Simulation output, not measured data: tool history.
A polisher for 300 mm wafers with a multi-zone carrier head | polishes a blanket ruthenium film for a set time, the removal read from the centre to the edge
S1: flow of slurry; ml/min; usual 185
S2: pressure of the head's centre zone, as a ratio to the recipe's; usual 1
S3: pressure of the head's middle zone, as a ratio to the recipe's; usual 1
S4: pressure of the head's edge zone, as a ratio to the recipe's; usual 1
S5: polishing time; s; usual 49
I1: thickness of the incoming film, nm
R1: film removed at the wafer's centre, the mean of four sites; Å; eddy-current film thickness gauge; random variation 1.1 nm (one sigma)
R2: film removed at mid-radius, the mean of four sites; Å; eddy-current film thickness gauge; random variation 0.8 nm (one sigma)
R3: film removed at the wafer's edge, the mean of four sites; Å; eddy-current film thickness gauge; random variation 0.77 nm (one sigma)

run     day   S1    S2    S3    S4  S5     I1   R1   R2   R3
  1       0  185     1     1     1  49  334.9  782  746  774
  2   0.846  185     1     1     1  49  340.2  759  735  785
  3   1.617  185     1     1  0.95  49  337.8  783  748  753
  4   2.188  185     1     1     1  49  337.3  786  744  772
        2.5  -- worn pad replaced by a new one
  5   3.604  185     1     1     1  49    337  772  745  770
  6   4.479  185  1.07     1     1  55  335.8  939  836  844
  7   5.525  225  1.05     1     1  49  335.8  832  758  789
  8   6.788  185     1     1     1  49  337.7  755  725  770
      6.979  -- worn pad replaced by a new one
  9   8.008  185     1     1     1  49  333.2  782  738  771
 10   8.592  185     1     1     1  49  340.3  760  722  771
      9.183  -- edge zone pressure recalibrated
     11.025  -- worn pad replaced by a new one
 11  11.588  185     1  1.11     1  49  343.4  755  775  752
 12  12.592  185  1.03     1  1.08  49  338.2  768  712  788
     13.396  -- slurry nozzle cleaned
 13  13.879  230     1     1     1  49  336.1  809  772  806
     15.108  -- centre zone pressure recalibrated
     15.221  -- worn pad replaced by a new one
      15.75  -- carrier head's membrane replaced by a new one
 14  16.092  245     1     1  0.96  49  338.3  819  763  780
 15  17.062  185     1     1     1  49  343.8  769  748  770
 16  18.288  235   0.9  1.06     1  56  336.1  846  928  912
     19.525  -- worn pad replaced by a new one
 17  19.667  160     1     1  1.07  49  342.1  762  728  795
 18  20.558  185     1  0.97  0.96  34  338.2  540  518  535

The same runs without the tool's hidden state, with the same run-to-run variation:
The hidden state here: removal rate lost through wear of the pad, %; slurry flow missing at the pad, %; deviation of the centre zone's pressure from its setpoint, %; deviation of the edge zone's pressure from its setpoint, %.
run   R1   R2   R3
  1  790  754  779
  2  768  743  791
  3  793  757  759
  4  798  754  780
  5  784  756  778
  6  957  850  854
  7  847  770  798
  8  774  741  782
  9  805  757  785
 10  783  742  786
 11  789  806  774
 12  807  744  813
 13  809  773  806
 14  819  763  780
 15  770  749  771
 16  848  930  913
 17  766  731  798
 18  544  520  537
